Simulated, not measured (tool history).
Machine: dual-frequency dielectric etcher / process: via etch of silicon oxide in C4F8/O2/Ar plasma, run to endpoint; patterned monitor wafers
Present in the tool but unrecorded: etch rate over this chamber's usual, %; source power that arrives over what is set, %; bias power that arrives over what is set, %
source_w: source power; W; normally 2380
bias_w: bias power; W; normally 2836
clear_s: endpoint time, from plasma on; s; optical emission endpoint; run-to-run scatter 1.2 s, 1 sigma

run    hour  source_w  bias_w  wafers since the last listed run  hours since the last wet clean  hours since the last source power generator calibration  hours since the last bias power generator calibration  hours since the last upper electrode change  incoming incoming film thickness, nm  clear_s
  1       0      2380    2836                                 0                            49.9                                                   2482.8                                                 4323.6                                       1866.7                                  1410    249.2
  2    58.5      2380    2836                               276                           108.4                                                   2541.3                                                 4382.1                                       1925.2                                1408.9    249.9
  3   102.8      2380    2836                               209                           152.7                                                   2585.6                                                 4426.4                                       1969.5                                1404.8    252.4
  4   137.6      2380    2836                               164                           187.5                                                   2620.4                                                 4461.2                                       2004.3                                1417.3    251.7
  5     202      2380    2836                               304                           251.9                                                   2684.8                                                 4525.6                                       2068.7                                1407.4    253.2
  6   240.5      2380    2836                               182                           290.4                                                   2723.3                                                 4564.1                                       2107.2                                1400.1    255.8
  7   289.5      2380    2836                               231                           339.4                                                   2772.3                                                 4613.1                                       2156.2                                1411.2    259.2
  8   338.3      2380    2836                               230                           388.2                                                   2821.1                                                 4661.9                                         2205                                1422.2    259.6
  9   392.8      2380    2836                               257                           442.7                                                   2875.6                                                 4716.4                                       2259.5                                1414.8    259.7
      447.1  -- wet clean of the chamber
 10   447.6      2380    2836                               145                             0.5                                                   2930.4                                                 4771.2                                       2314.3                                1407.6    246.4
 11   473.8      2380    2836                               123                            26.7                                                   2956.6                                                 4797.4                                       2340.5                                  1413    247.5
      488.7  -- bias power generator calibrated
 12   510.7      2380    2836                               155                            63.6                                                   2993.5                                                     22                                       2377.4                                1404.3    246.7
 13   541.8      1930    2446                               147                            94.7                                                   3024.6                                                   53.1                                       2408.5                                1418.9    294.8
 14   720.1      2710    3510                               842                             273                                                   3202.9                                                  231.4                                       2586.8                                1401.1    226.4
 15   749.9      2610    2257                               140                           302.8                                                   3232.7                                                  261.2                                       2616.6                                  1399    252.9
      814.4  -- upper electrode replaced
 16   814.9      2380    2836                               193                           367.8                                                   3297.7                                                  326.2                                          0.5                                1399.6    258.5
 17   863.7      2380    2579                               230                           416.6                                                   3346.5                                                    375                                         49.3                                  1407    262.8
      927.7  -- wet clean of the chamber
 18   928.2      1870    3434                               191                             0.5                                                     3411                                                  439.5                                        113.8                                1425.5    274.4
 19   974.2      2380    2836                               217                            46.5                                                     3457                                                  485.5                                        159.8                                1407.1    244.6
 20  1017.6      2380    2167                               205                            89.9                                                   3500.4                                                  528.9                                        203.2                                1403.4      260
 21  1074.9      2550    3245                               270                           147.2                                                   3557.7                                                  586.2                                        260.5                                1410.6    232.8
     1097.6  -- source power generator calibrated
 22  1116.5      2030    3049                               177                           188.8                                                     18.9                                                  627.8                                        302.1                                1420.3    273.7
       1311  -- wet clean of the chamber
 23  1311.5      2380    2836                               808                             0.5                                                    213.9                                                  822.8                                        497.1                                1419.2    247.1
 24  1345.4      2220    2563                               160                            34.4                                                    247.8                                                  856.7                                          531                                  1426      263
 25  1407.9      2750    2461                               295                            96.9                                                    310.3                                                  919.2                                        593.5                                1401.3    233.4
 26  1477.4      1990    3162                               328                           166.4                                                    379.8                                                  988.7                                          663                                  1394    270.8

Forecast each of these 5 alternatives for the next run:
  A  1477.9      2380    2146                                 2                           166.9                                                    380.3                                                  989.2                                        663.5                                1406.7        ?
  B  1477.9      1820    2836                                 2                           166.9                                                    380.3                                                  989.2                                        663.5                                1406.7        ?
  C  1477.9      2860    2172                                 2                           166.9                                                    380.3                                                  989.2                                        663.5                                1406.7        ?
  D  1477.9      2630    3118                                 2                           166.9                                                    380.3                                                  989.2                                        663.5                                1406.7        ?
  E  1477.9      1940    2316                                 2                           166.9                                                    380.3                                                  989.2                                        663.5                                1406.7        ?

run  clear_s
  A    259.4
  B    292.7
  C      233
  D    228.4
  E    291.2
Take away the tool's hidden state, keep each run's random variation, and the runs would have read:
run  clear_s
  A    255.5
  B    288.3
  C    229.5
  D      225
  E    286.9

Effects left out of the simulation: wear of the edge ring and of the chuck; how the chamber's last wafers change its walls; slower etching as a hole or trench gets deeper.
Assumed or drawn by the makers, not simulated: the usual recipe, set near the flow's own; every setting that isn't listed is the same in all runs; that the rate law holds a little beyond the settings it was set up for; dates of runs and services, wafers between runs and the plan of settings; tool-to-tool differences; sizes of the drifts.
